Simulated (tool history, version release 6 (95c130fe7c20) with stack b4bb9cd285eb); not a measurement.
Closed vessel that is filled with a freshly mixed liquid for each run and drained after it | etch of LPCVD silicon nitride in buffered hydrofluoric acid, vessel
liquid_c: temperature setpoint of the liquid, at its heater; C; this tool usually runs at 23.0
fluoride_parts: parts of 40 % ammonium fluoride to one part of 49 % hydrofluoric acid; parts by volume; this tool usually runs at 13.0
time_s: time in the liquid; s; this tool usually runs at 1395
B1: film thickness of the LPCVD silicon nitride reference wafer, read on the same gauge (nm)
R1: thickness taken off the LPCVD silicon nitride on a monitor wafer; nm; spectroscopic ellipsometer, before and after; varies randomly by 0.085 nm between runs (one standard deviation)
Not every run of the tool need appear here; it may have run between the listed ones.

run 1 hour=0.0 | liquid_c=20.0 fluoride_parts=13.0 time_s=1395 | B1=29.98 | R1=14.12
run 2 hour=12.0 | liquid_c=20.0 fluoride_parts=13.0 time_s=1395 | B1=30.00 | R1=14.02
run 3 hour=24.1 | liquid_c=23.0 fluoride_parts=13.0 time_s=1395 | B1=30.01 | R1=16.71
run 4 hour=34.9 | liquid_c=23.0 fluoride_parts=13.0 time_s=1395 | B1=30.00 | R1=16.63
run 5 hour=43.7 | liquid_c=23.0 fluoride_parts=13.0 time_s=1395 | B1=30.01 | R1=16.85
run 6 hour=54.5 | liquid_c=23.0 fluoride_parts=13.0 time_s=1395 | B1=29.96 | R1=16.87
-- hour=56.7 hydrofluoric acid flow meter replaced
run 7 hour=60.7 | liquid_c=23.0 fluoride_parts=13.0 time_s=1395 | B1=30.01 | R1=15.09
-- hour=64.1 gauge calibrated
run 8 hour=74.3 | liquid_c=23.0 fluoride_parts=13.0 time_s=1395 | B1=29.96 | R1=15.24
-- hour=76.9 thermometer replaced
run 9 hour=81.2 | liquid_c=23.0 fluoride_parts=13.0 time_s=1395 | B1=29.97 | R1=15.31
run 10 hour=88.7 | liquid_c=23.0 fluoride_parts=13.0 time_s=1395 | B1=30.01 | R1=15.24
run 11 hour=99.7 | liquid_c=23.0 fluoride_parts=13.0 time_s=1395 | B1=30.00 | R1=15.28
run 12 hour=113.2 | liquid_c=19.5 fluoride_parts=11.0 time_s=680 | B1=29.99 | R1=7.26
run 13 hour=126.8 | liquid_c=23.0 fluoride_parts=13.0 time_s=1395 | B1=29.98 | R1=15.35
run 14 hour=134.8 | liquid_c=23.0 fluoride_parts=13.0 time_s=865 | B1=29.99 | R1=9.59
run 15 hour=143.1 | liquid_c=23.0 fluoride_parts=15.5 time_s=785 | B1=29.95 | R1=7.26
run 16 hour=149.7 | liquid_c=20.0 fluoride_parts=13.0 time_s=1105 | B1=30.02 | R1=10.27
run 17 hour=162.2 | liquid_c=24.5 fluoride_parts=13.0 time_s=1395 | B1=29.99 | R1=16.92
run 18 hour=171.4 | liquid_c=19.5 fluoride_parts=16.0 time_s=2020 | B1=29.99 | R1=15.15

Forecast each of these 5 alternatives for the next run:
run A hour=172.4 | liquid_c=23.0 fluoride_parts=13.0 time_s=1395 | B1=? | R1=?
run B hour=172.4 | liquid_c=21.0 fluoride_parts=18.0 time_s=595 | B1=? | R1=?
run C hour=172.4 | liquid_c=23.0 fluoride_parts=17.0 time_s=1395 | B1=? | R1=?
run D hour=172.4 | liquid_c=20.0 fluoride_parts=11.5 time_s=1795 | B1=? | R1=?
run E hour=172.4 | liquid_c=25.0 fluoride_parts=13.0 time_s=800 | B1=? | R1=?

run=A B1=30.05 R1=15.42
run=B B1=30.05 R1=4.28
run=C B1=30.05 R1=11.85
run=D B1=30.05 R1=18.94
run=E B1=30.05 R1=9.86
Without the tool's hidden state the same runs would have given:
run=A R1=14.95
run=B R1=4.15
run=C R1=11.49
run=D R1=18.37
run=E R1=9.56

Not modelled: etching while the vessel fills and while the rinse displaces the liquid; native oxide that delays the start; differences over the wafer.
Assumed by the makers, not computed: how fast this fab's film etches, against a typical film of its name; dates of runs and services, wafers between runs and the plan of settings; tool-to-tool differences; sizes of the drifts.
